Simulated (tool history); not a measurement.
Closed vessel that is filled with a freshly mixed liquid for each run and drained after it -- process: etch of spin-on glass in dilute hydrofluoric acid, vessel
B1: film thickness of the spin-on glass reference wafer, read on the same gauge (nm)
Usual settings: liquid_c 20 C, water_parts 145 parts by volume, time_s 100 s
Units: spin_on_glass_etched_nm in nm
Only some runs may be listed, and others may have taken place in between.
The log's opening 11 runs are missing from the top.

Run 12, hour 291.4: usual settings; B1 89.97. Result: spin_on_glass_etched_nm 29.45 nm.
Run 13, hour 325.8: usual settings; B1 90.02. Result: spin_on_glass_etched_nm 30 nm.
Run 14, hour 357.4: usual settings but liquid_c 22.5 C, water_parts 190 parts by volume, time_s 80 s; B1 90. Result: spin_on_glass_etched_nm 19.07 nm.
Run 15, hour 391.5: usual settings; B1 90.02. Result: spin_on_glass_etched_nm 29.93 nm.
At hour 392.6: gauge calibrated.
Run 16, hour 410.5: usual settings but water_parts 90 parts by volume, time_s 75 s; B1 89.95. Result: spin_on_glass_etched_nm 38.36 nm.
Run 17, hour 433.1: usual settings but water_parts 185 parts by volume, time_s 155 s; B1 89.98. Result: spin_on_glass_etched_nm 34.83 nm.
Run 18, hour 447.4: usual settings; B1 90.05. Result: spin_on_glass_etched_nm 29.77 nm.
Run 19, hour 466.4: usual settings; B1 90.01. Result: spin_on_glass_etched_nm 29.98 nm.
At hour 542.5: thermometer replaced.
Run 20, hour 571: usual settings; B1 89.98. Result: spin_on_glass_etched_nm 26.89 nm.
Run 21, hour 598: usual settings; B1 90. Result: spin_on_glass_etched_nm 27.05 nm.
Run 22, hour 615.1: usual settings but time_s 75 s; B1 90. Result: spin_on_glass_etched_nm 20.32 nm.
Run 23, hour 639.4: usual settings; B1 89.97. Result: spin_on_glass_etched_nm 27.24 nm.
Run 24, hour 696: usual settings; B1 89.99. Result: spin_on_glass_etched_nm 26.94 nm.
Run 25, hour 730.2: usual settings but liquid_c 21.5 C; B1 90.03. Result: spin_on_glass_etched_nm 28.41 nm.
Run 26, hour 756: usual settings but liquid_c 18.5 C, water_parts 185 parts by volume; B1 89.98. Result: spin_on_glass_etched_nm 19.16 nm.
Run 27, hour 785.9: usual settings but time_s 125 s; B1 90.01. Result: spin_on_glass_etched_nm 34.08 nm.
Run 28, hour 801: usual settings; B1 90.06. Result: spin_on_glass_etched_nm 27.01 nm.
Run 29, hour 814.7: usual settings but liquid_c 22.5 C, water_parts 210 parts by volume, time_s 45 s; B1 90.01. Result: spin_on_glass_etched_nm 8.52 nm.
Run 30, hour 844.4: usual settings but water_parts 170 parts by volume, time_s 120 s; B1 90.04. Result: spin_on_glass_etched_nm 26.97 nm.

What does the tool deliver on the next run?
Run 31, hour 867.9: usual settings; B1 ?. Result: spin_on_glass_etched_nm ?.

{"run 31": {"B1": 90.04, "spin_on_glass_etched_nm": 27.06}}
Were there no unlogged condition in the tool, this run, its random variation unchanged, would have produced spin_on_glass_etched_nm 27.65 nm.

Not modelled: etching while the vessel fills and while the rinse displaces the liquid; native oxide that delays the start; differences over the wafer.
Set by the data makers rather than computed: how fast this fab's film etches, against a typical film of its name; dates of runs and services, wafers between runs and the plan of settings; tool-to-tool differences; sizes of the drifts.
